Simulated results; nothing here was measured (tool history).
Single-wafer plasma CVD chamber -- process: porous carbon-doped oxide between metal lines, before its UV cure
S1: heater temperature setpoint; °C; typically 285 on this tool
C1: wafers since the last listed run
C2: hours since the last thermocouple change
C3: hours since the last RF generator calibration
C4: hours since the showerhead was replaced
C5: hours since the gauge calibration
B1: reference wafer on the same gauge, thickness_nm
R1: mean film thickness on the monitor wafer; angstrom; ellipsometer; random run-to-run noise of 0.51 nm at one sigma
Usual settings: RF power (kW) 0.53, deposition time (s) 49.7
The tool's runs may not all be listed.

{"run": 1, "hour": 0.0, "S1": 285, "RF power (kW)": 0.53, "deposition time (s)": 49.7, "C1": 0, "C2": 2430.6, "C3": 2331, "C4": 7283, "C5": 116.1, "B1": 319.004, "R1": 3065.67}
{"run": 2, "hour": 14.8, "S1": 285, "RF power (kW)": 0.53, "deposition time (s)": 55.4, "C1": 201, "C2": 2445.4, "C3": 2345.8, "C4": 7297.8, "C5": 130.9, "B1": 319.008, "R1": 3410.71}
{"run": 3, "hour": 29.9, "S1": 285, "RF power (kW)": 0.53, "deposition time (s)": 55.4, "C1": 205, "C2": 2460.5, "C3": 2360.9, "C4": 7312.9, "C5": 146, "B1": 319.157, "R1": 3419.96}
{"run": 4, "hour": 73.8, "S1": 285, "RF power (kW)": 0.53, "deposition time (s)": 55.4, "C1": 597, "C2": 2504.4, "C3": 2404.8, "C4": 7356.8, "C5": 189.9, "B1": 318.989, "R1": 3397.35}
{"run": 5, "hour": 89.2, "S1": 285, "RF power (kW)": 0.53, "deposition time (s)": 47.5, "C1": 209, "C2": 2519.8, "C3": 2420.2, "C4": 7372.2, "C5": 205.3, "B1": 319.074, "R1": 2924.5}
{"run": 6, "hour": 99.2, "S1": 285, "RF power (kW)": 0.53, "deposition time (s)": 49.7, "C1": 136, "C2": 2529.8, "C3": 2430.2, "C4": 7382.2, "C5": 215.3, "B1": 319.017, "R1": 3063.77}
{"run": 7, "hour": 106.0, "S1": 285, "RF power (kW)": 0.53, "deposition time (s)": 49.7, "C1": 92, "C2": 2536.6, "C3": 2437, "C4": 7389, "C5": 222.1, "B1": 318.97, "R1": 3055.55}
{"run": 8, "hour": 118.3, "S1": 285, "RF power (kW)": 0.53, "deposition time (s)": 49.7, "C1": 167, "C2": 2548.9, "C3": 2449.3, "C4": 7401.3, "C5": 234.4, "B1": 319.083, "R1": 3056.02}
{"run": 9, "hour": 140.9, "S1": 285, "RF power (kW)": 0.53, "deposition time (s)": 49.7, "C1": 307, "C2": 2571.5, "C3": 2471.9, "C4": 7423.9, "C5": 257, "B1": 318.957, "R1": 3052.64}
{"hour": 151.3, "done": "RF generator calibrated"}
{"hour": 153.8, "done": "thermocouple changed; heater temperature recalibrated"}
{"run": 10, "hour": 154.3, "S1": 285, "RF power (kW)": 0.53, "deposition time (s)": 49.7, "C1": 39, "C2": 0.5, "C3": 3, "C4": 7437.3, "C5": 270.4, "B1": 318.992, "R1": 3373.68}
{"run": 11, "hour": 162.8, "S1": 285, "RF power (kW)": 0.53, "deposition time (s)": 49.7, "C1": 115, "C2": 9, "C3": 11.5, "C4": 7445.8, "C5": 278.9, "B1": 318.968, "R1": 3380.17}
{"run": 12, "hour": 169.2, "S1": 285, "RF power (kW)": 0.49, "deposition time (s)": 49.7, "C1": 87, "C2": 15.4, "C3": 17.9, "C4": 7452.2, "C5": 285.3, "B1": 319.069, "R1": 3160.54}
{"run": 13, "hour": 175.4, "S1": 285, "RF power (kW)": 0.49, "deposition time (s)": 49.7, "C1": 84, "C2": 21.6, "C3": 24.1, "C4": 7458.4, "C5": 291.5, "B1": 319.006, "R1": 3151.53}
{"run": 14, "hour": 182.3, "S1": 285, "RF power (kW)": 0.53, "deposition time (s)": 49.7, "C1": 93, "C2": 28.5, "C3": 31, "C4": 7465.3, "C5": 298.4, "B1": 318.855, "R1": 3367.66}
{"run": 15, "hour": 188.5, "S1": 285, "RF power (kW)": 0.53, "deposition time (s)": 49.7, "C1": 84, "C2": 34.7, "C3": 37.2, "C4": 7471.5, "C5": 304.6, "B1": 319.108, "R1": 3372.61}
{"run": 16, "hour": 201.3, "S1": 285, "RF power (kW)": 0.53, "deposition time (s)": 49.7, "C1": 174, "C2": 47.5, "C3": 50, "C4": 7484.3, "C5": 317.4, "B1": 319, "R1": 3364.48}
{"run": 17, "hour": 211.6, "S1": 300, "RF power (kW)": 0.53, "deposition time (s)": 49.7, "C1": 140, "C2": 57.8, "C3": 60.3, "C4": 7494.6, "C5": 327.7, "B1": 318.935, "R1": 3034.96}
{"run": 18, "hour": 222.3, "S1": 274, "RF power (kW)": 0.625, "deposition time (s)": 44.3, "C1": 145, "C2": 68.5, "C3": 71, "C4": 7505.3, "C5": 338.4, "B1": 318.831, "R1": 3710.56}
{"hour": 237.5, "done": "gauge calibrated"}
{"run": 19, "hour": 238.8, "S1": 285, "RF power (kW)": 0.53, "deposition time (s)": 49.7, "C1": 224, "C2": 85, "C3": 87.5, "C4": 7521.8, "C5": 1.3, "B1": 319.079, "R1": 3357.28}
{"run": 20, "hour": 254.7, "S1": 297, "RF power (kW)": 0.605, "deposition time (s)": 58.3, "C1": 216, "C2": 100.9, "C3": 103.4, "C4": 7537.7, "C5": 17.2, "B1": 319.041, "R1": 4017.75}
{"run": 21, "hour": 265.7, "S1": 279, "RF power (kW)": 0.625, "deposition time (s)": 43.9, "C1": 149, "C2": 111.9, "C3": 114.4, "C4": 7548.7, "C5": 28.2, "B1": 319.053, "R1": 3534.1}
{"run": 22, "hour": 283.2, "S1": 294, "RF power (kW)": 0.495, "deposition time (s)": 49.7, "C1": 238, "C2": 129.4, "C3": 131.9, "C4": 7566.2, "C5": 45.7, "B1": 318.967, "R1": 2959.96}
{"hour": 297.3, "done": "showerhead replaced"}
{"run": 23, "hour": 297.8, "S1": 296, "RF power (kW)": 0.53, "deposition time (s)": 42.6, "C1": 89, "C2": 144, "C3": 146.5, "C4": 0.5, "C5": 60.3, "B1": 318.91, "R1": 2668.56}
{"run": 24, "hour": 307.1, "S1": 285, "RF power (kW)": 0.635, "deposition time (s)": 42.5, "C1": 126, "C2": 153.3, "C3": 155.8, "C4": 9.8, "C5": 69.6, "B1": 318.961, "R1": 3301.17}
{"run": 25, "hour": 313.6, "S1": 285, "RF power (kW)": 0.53, "deposition time (s)": 55.4, "C1": 88, "C2": 159.8, "C3": 162.3, "C4": 16.3, "C5": 76.1, "B1": 319.019, "R1": 3699.1}
{"run": 26, "hour": 326.2, "S1": 285, "RF power (kW)": 0.585, "deposition time (s)": 49.7, "C1": 171, "C2": 172.4, "C3": 174.9, "C4": 28.9, "C5": 88.7, "B1": 319.01, "R1": 3603.74}
{"run": 27, "hour": 339.9, "S1": 285, "RF power (kW)": 0.53, "deposition time (s)": 49.7, "C1": 186, "C2": 186.1, "C3": 188.6, "C4": 42.6, "C5": 102.4, "B1": 318.936, "R1": 3322.17}
{"run": 28, "hour": 356.1, "S1": 285, "RF power (kW)": 0.53, "deposition time (s)": 58, "C1": 220, "C2": 202.3, "C3": 204.8, "C4": 58.8, "C5": 118.6, "B1": 319.074, "R1": 3868.57}
{"run": 29, "hour": 363.6, "S1": 296, "RF power (kW)": 0.595, "deposition time (s)": 49.7, "C1": 102, "C2": 209.8, "C3": 212.3, "C4": 66.3, "C5": 126.1, "B1": 318.942, "R1": 3380.61}
{"run": 30, "hour": 377.1, "S1": 298, "RF power (kW)": 0.53, "deposition time (s)": 54.3, "C1": 183, "C2": 223.3, "C3": 225.8, "C4": 79.8, "C5": 139.6, "B1": 319.091, "R1": 3313.64}
{"run": 31, "hour": 389.8, "S1": 285, "RF power (kW)": 0.53, "deposition time (s)": 49.7, "C1": 172, "C2": 236, "C3": 238.5, "C4": 92.5, "C5": 152.3, "B1": 318.928, "R1": 3302.97}
{"run": 32, "hour": 411.4, "S1": 285, "RF power (kW)": 0.53, "deposition time (s)": 49.7, "C1": 294, "C2": 257.6, "C3": 260.1, "C4": 114.1, "C5": 173.9, "B1": 319.003, "R1": 3309.33}

Take each entry between the runs: how does the hidden state at the last listed run before it differ from the hidden state at the first listed run after it?
Runs 9 to 10: RF generator calibrated (hour 151.3); thermocouple changed; heater temperature recalibrated (hour 153.8)
  wafer temperature above the value expected at the setpoint (K): 6.9 -> -0.263; delivered RF power above the setpoint (%): -6.9 -> -1.16
  the result without the hidden state subtracted from the measured one, R1: -347.56 -> -26.35 angstrom
Runs 18 to 19: gauge calibrated (hour 237.5)
  wafer temperature above the value expected at the setpoint (K): -0.0843 -> -0.0408; delivered RF power above the setpoint (%): -1.7 -> -1.83
  the result without the hidden state subtracted from the measured one, R1: -49.71 -> -50.73 angstrom
Runs 22 to 23: showerhead replaced (hour 297.3)
  wafer temperature above the value expected at the setpoint (K): 0.076 -> 0.114; delivered RF power above the setpoint (%): -2.15 -> -2.25
  the result without the hidden state subtracted from the measured one, R1: -56.25 -> -52.98 angstrom

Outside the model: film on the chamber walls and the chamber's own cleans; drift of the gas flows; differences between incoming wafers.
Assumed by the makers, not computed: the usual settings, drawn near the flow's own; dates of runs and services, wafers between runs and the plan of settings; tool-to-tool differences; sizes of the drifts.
